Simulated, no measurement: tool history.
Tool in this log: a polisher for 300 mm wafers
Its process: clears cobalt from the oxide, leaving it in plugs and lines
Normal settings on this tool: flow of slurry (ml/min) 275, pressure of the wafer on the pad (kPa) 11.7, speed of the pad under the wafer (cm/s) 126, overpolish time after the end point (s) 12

run,hour,flow of slurry (ml/min),pressure of the wafer on the pad (kPa),speed of the pad under the wafer (cm/s),overpolish time after the end point (s),"incoming thickness of the incoming film, nm",time until the end point was called (s),dishing of a wide line in a test structure (angstrom)
1,0,275,11.7,126,12,201.1,42.2,353
2,14.5,275,11.7,126,12,203.3,44.9,330
3,32.7,275,11.7,126,12,202.4,46.8,326
# hour 41.3: worn pad replaced by a new one
4,41.9,275,11.7,126,12,202,50.1,322
5,50.8,275,11.7,126,12,201.1,50.3,329
6,57.4,275,11.7,126,12,202.2,50.3,314
7,68.1,275,11.7,126,12,199,48.3,321
# hour 78.6: worn pad replaced by a new one, repeated, since the last time left the tool worse
8,81.3,275,13.1,126,12,199.6,38.2,371
# hour 85.4: head pressure recalibrated
9,94.7,275,13.1,126,12,198.2,37.4,391
10,109,210,11.7,98,12,201.7,56.8,292

Expected results for the next run?
11,124.4,275,11.7,126,19,199.7,?,?

time until the end point was called (s): 43.1
dishing of a wide line in a test structure (angstrom): 444
Were there no unlogged condition in the tool, this run, its random variation unchanged, would have produced time until the end point was called (s) 42.2, dishing of a wide line in a test structure (angstrom) 449.
